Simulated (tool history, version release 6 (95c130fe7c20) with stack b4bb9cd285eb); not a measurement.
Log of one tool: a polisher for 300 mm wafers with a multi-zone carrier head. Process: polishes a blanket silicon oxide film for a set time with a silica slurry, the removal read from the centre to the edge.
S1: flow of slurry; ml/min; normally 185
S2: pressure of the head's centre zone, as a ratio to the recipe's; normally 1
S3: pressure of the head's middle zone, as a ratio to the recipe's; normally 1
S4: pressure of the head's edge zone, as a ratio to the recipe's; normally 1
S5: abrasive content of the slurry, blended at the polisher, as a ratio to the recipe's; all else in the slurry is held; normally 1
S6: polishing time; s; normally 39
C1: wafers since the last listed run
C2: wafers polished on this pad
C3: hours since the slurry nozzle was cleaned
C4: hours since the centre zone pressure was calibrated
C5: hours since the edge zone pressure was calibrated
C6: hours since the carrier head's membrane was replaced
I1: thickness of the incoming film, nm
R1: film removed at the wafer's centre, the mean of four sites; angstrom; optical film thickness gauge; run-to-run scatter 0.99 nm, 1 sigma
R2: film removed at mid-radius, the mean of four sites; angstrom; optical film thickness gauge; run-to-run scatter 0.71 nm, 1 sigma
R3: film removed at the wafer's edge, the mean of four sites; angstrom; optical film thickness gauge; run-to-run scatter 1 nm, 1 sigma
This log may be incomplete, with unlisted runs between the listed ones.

run 1 hour=0 | S1=185 S2=1.05 S3=1.03 S4=1.09 S5=1 S6=28 | C1=0 C2=1309 C3=164.1 C4=504.5 C5=93.7 C6=116.4 | I1=1200.5 | R1=857 R2=862 R3=858
run 2 hour=60.2 | S1=185 S2=1 S3=1 S4=0.95 S5=1 S6=39 | C1=575 C2=1884 C3=224.3 C4=564.7 C5=153.9 C6=176.6 | I1=1162 | R1=1129 R2=1163 R3=1095
run 3 hour=98.7 | S1=185 S2=1 S3=1 S4=1 S5=1 S6=39 | C1=368 C2=2253 C3=262.8 C4=603.2 C5=192.4 C6=215.1 | I1=1196.8 | R1=1128 R2=1162 R3=1137
run 4 hour=131.3 | S1=185 S2=1 S3=1 S4=0.96 S5=0.9 S6=39 | C1=311 C2=2565 C3=295.4 C4=635.8 C5=225 C6=247.7 | I1=1160.8 | R1=1091 R2=1086 R3=1060
run 5 hour=191.1 | S1=185 S2=1 S3=1 S4=1 S5=0.9 S6=26 | C1=572 C2=3137 C3=355.2 C4=695.6 C5=284.8 C6=307.5 | I1=1184.2 | R1=725 R2=722 R3=701
-- hour=198.8 worn pad replaced by a new one
run 6 hour=255.1 | S1=185 S2=1 S3=1.11 S4=0.92 S5=1.25 S6=39 | C1=574 C2=538 C3=419.2 C4=759.6 C5=348.8 C6=371.5 | I1=1181.1 | R1=1318 R2=1447 R3=1234
run 7 hour=319.5 | S1=185 S2=1 S3=1 S4=0.9 S5=1 S6=46 | C1=616 C2=1154 C3=483.6 C4=824 C5=413.2 C6=435.9 | I1=1173.4 | R1=1368 R2=1381 R3=1273
run 8 hour=384.8 | S1=185 S2=1 S3=1 S4=1 S5=1.1 S6=39 | C1=624 C2=1779 C3=548.9 C4=889.3 C5=478.5 C6=501.2 | I1=1183.3 | R1=1235 R2=1234 R3=1196
run 9 hour=412 | S1=185 S2=1 S3=1 S4=0.91 S5=1 S6=39 | C1=260 C2=2039 C3=576.1 C4=916.5 C5=505.7 C6=528.4 | I1=1190.4 | R1=1187 R2=1160 R3=1095
-- hour=446.6 slurry nozzle cleaned
run 10 hour=452.4 | S1=185 S2=0.95 S3=1 S4=1 S5=1 S6=39 | C1=376 C2=2416 C3=5.8 C4=956.9 C5=546.1 C6=568.8 | I1=1176.5 | R1=1121 R2=1165 R3=1136
-- hour=496 carrier head's membrane replaced by a new one
run 11 hour=525 | S1=185 S2=1 S3=1 S4=1 S5=1 S6=39 | C1=646 C2=3063 C3=78.4 C4=1029.5 C5=618.7 C6=29 | I1=1189 | R1=1182 R2=1156 R3=1111
run 12 hour=569.9 | S1=185 S2=1 S3=1 S4=0.94 S5=1.15 S6=39 | C1=429 C2=3492 C3=123.3 C4=1074.4 C5=663.6 C6=73.9 | I1=1192.6 | R1=1287 R2=1254 R3=1201
-- hour=604.5 centre zone pressure recalibrated
run 13 hour=608.7 | S1=185 S2=1.1 S3=1 S4=1 S5=1 S6=39 | C1=352 C2=3844 C3=162.1 C4=4.2 C5=702.4 C6=112.7 | I1=1184.8 | R1=1222 R2=1145 R3=1120
-- hour=623.4 worn pad replaced by a new one
run 14 hour=679.4 | S1=185 S2=1 S3=1.12 S4=1 S5=0.9 S6=39 | C1=638 C2=535 C3=232.8 C4=74.9 C5=773.1 C6=183.4 | I1=1183.6 | R1=1041 R2=1188 R3=1072
run 15 hour=738.2 | S1=185 S2=1 S3=1 S4=1 S5=1 S6=39 | C1=562 C2=1098 C3=291.6 C4=133.7 C5=831.9 C6=242.2 | I1=1159.8 | R1=1113 R2=1172 R3=1150
run 16 hour=802.9 | S1=185 S2=1 S3=1 S4=0.89 S5=1.25 S6=39 | C1=619 C2=1717 C3=356.3 C4=198.4 C5=896.6 C6=306.9 | I1=1170.4 | R1=1272 R2=1323 R3=1205
run 17 hour=870.8 | S1=185 S2=1 S3=1 S4=1 S5=1 S6=39 | C1=649 C2=2367 C3=424.2 C4=266.3 C5=964.5 C6=374.8 | I1=1186.3 | R1=1133 R2=1168 R3=1123
run 18 hour=938 | S1=185 S2=1 S3=0.91 S4=1 S5=1 S6=35 | C1=642 C2=3010 C3=491.4 C4=333.5 C5=1031.7 C6=442 | I1=1168.3 | R1=1013 R2=968 R3=1044
-- hour=979.4 edge zone pressure recalibrated
run 19 hour=987.1 | S1=185 S2=1 S3=1 S4=1 S5=1.3 S6=39 | C1=450 C2=3460 C3=540.5 C4=382.6 C5=7.7 C6=491.1 | I1=1180.9 | R1=1316 R2=1354 R3=1313
run 20 hour=1035.4 | S1=185 S2=1 S3=1 S4=1 S5=1.25 S6=31 | C1=462 C2=3922 C3=588.8 C4=430.9 C5=56 C6=539.4 | I1=1179.9 | R1=1054 R2=1042 R3=1012

Alternative continuations, all from the tool just after run 20; predict every row:
run A hour=1035.8 | S1=185 S2=1 S3=1 S4=1 S5=1 S6=39 | C1=3 C2=3926 C3=589.2 C4=431.3 C5=56.4 C6=539.8 | I1=1206.1 | R1=? R2=? R3=?
run B hour=1035.8 | S1=185 S2=1 S3=1 S4=1 S5=0.7 S6=39 | C1=3 C2=3926 C3=589.2 C4=431.3 C5=56.4 C6=539.8 | I1=1206.1 | R1=? R2=? R3=?
run C hour=1035.8 | S1=185 S2=0.89 S3=1 S4=1 S5=1 S6=39 | C1=3 C2=3926 C3=589.2 C4=431.3 C5=56.4 C6=539.8 | I1=1206.1 | R1=? R2=? R3=?
run D hour=1035.8 | S1=185 S2=1 S3=1 S4=0.91 S5=1.1 S6=52 | C1=3 C2=3926 C3=589.2 C4=431.3 C5=56.4 C6=539.8 | I1=1206.1 | R1=? R2=? R3=?
run E hour=1035.8 | S1=140 S2=1.08 S3=1 S4=1 S5=1 S6=39 | C1=3 C2=3926 C3=589.2 C4=431.3 C5=56.4 C6=539.8 | I1=1206.1 | R1=? R2=? R3=?

run=A R1=1152 R2=1175 R3=1126
run=B R1=875 R2=892 R3=854
run=C R1=1025 R2=1176 R3=1126
run=D R1=1626 R2=1658 R3=1519
run=E R1=1168 R2=1110 R3=1080
With no hidden state in the tool, these same runs would have given:
run=A R1=1113 R2=1176 R3=1126
run=B R1=845 R2=892 R3=854
run=C R1=990 R2=1176 R3=1126
run=D R1=1570 R2=1659 R3=1519
run=E R1=1129 R2=1111 R3=1080

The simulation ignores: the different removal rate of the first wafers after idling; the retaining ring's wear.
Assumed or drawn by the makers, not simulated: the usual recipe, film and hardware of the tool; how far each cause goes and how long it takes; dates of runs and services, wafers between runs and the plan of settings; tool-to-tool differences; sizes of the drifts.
